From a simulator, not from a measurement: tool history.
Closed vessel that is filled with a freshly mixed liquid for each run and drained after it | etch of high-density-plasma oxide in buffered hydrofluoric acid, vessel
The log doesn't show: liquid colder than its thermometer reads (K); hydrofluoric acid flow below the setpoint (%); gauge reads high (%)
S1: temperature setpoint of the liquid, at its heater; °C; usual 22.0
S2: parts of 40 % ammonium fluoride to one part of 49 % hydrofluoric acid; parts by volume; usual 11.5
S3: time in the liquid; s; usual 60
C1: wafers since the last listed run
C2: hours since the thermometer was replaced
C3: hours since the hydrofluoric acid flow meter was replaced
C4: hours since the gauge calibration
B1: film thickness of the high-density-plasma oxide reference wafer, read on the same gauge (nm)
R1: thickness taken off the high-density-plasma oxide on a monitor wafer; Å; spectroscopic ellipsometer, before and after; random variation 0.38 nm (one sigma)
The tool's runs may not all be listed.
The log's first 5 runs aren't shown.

run     day    S1    S2  S3    C1     C2      C3     C4     B1     R1
  6   6.638  22.0  11.5  60  1322  238.5   983.0  344.9  89.99  547.7
  7   9.271  22.0  11.5  60  5290  301.7  1046.2  408.1  90.01  542.3
  8  10.617  22.0  11.5  60  2703  334.0  1078.5  440.4  89.99  538.7
  9  11.725  22.0  11.5  60  2226  360.6  1105.1  467.0  90.00  538.1
 10  12.746  22.0   9.0  60  2050  385.1  1129.6  491.5  90.03  653.8
 11  14.221  22.0   9.0  60  2963  420.5  1165.0  526.9  90.00  649.1
 12  17.600  22.0  11.5  60  6788  501.6  1246.1  608.0  89.97  532.9
 13  18.717  24.5  11.5  60  2243  528.4  1272.9  634.8  90.02  611.8
 14  19.850  22.0  13.0  60  2276  555.6  1300.1  662.0  90.02  464.8
 15  20.583  23.5  11.5  60  1473  573.2  1317.7  679.6  90.00  566.3
 16  21.504  22.0  11.5  60  1849  595.3  1339.8  701.7  89.96  520.1
 17  22.512  26.5  13.0  70  2025  619.5  1364.0  725.9  89.97  699.7
 18  23.142  22.0  11.5  60  1263  634.6  1379.1  741.0  90.01  516.0
     23.788  -- gauge calibrated
 19  24.075  22.0  11.5  60  1875  657.0  1401.5    6.9  89.98  514.1
 20  25.121  22.0   8.5  60  2101  682.1  1426.6   32.0  90.07  672.5
 21  25.754  18.5   9.5  60  1272  697.3  1441.8   47.2  90.01  501.5
 22  26.571  20.0   8.0  40  1640  716.9  1461.4   66.8  89.99  429.0
 23  27.125  24.0   9.5  50  1113  730.2  1474.7   80.1  90.01  564.7
     27.575  -- thermometer replaced
     28.250  -- hydrofluoric acid flow meter replaced
 24  28.271  22.0  11.5  60  2134   16.7     0.5  107.6  89.99  559.4
 25  29.062  22.0  11.5  60  1590   35.7    19.5  126.6  89.98  553.1

The next listed run, before its measurement:
 26  30.183  25.0  16.0  30  2251  62.6  46.4  153.5   ?   ?

B1: 89.98
R1: 237.5 Å
Without the tool's hidden state the same run would have given R1 241.7 Å.
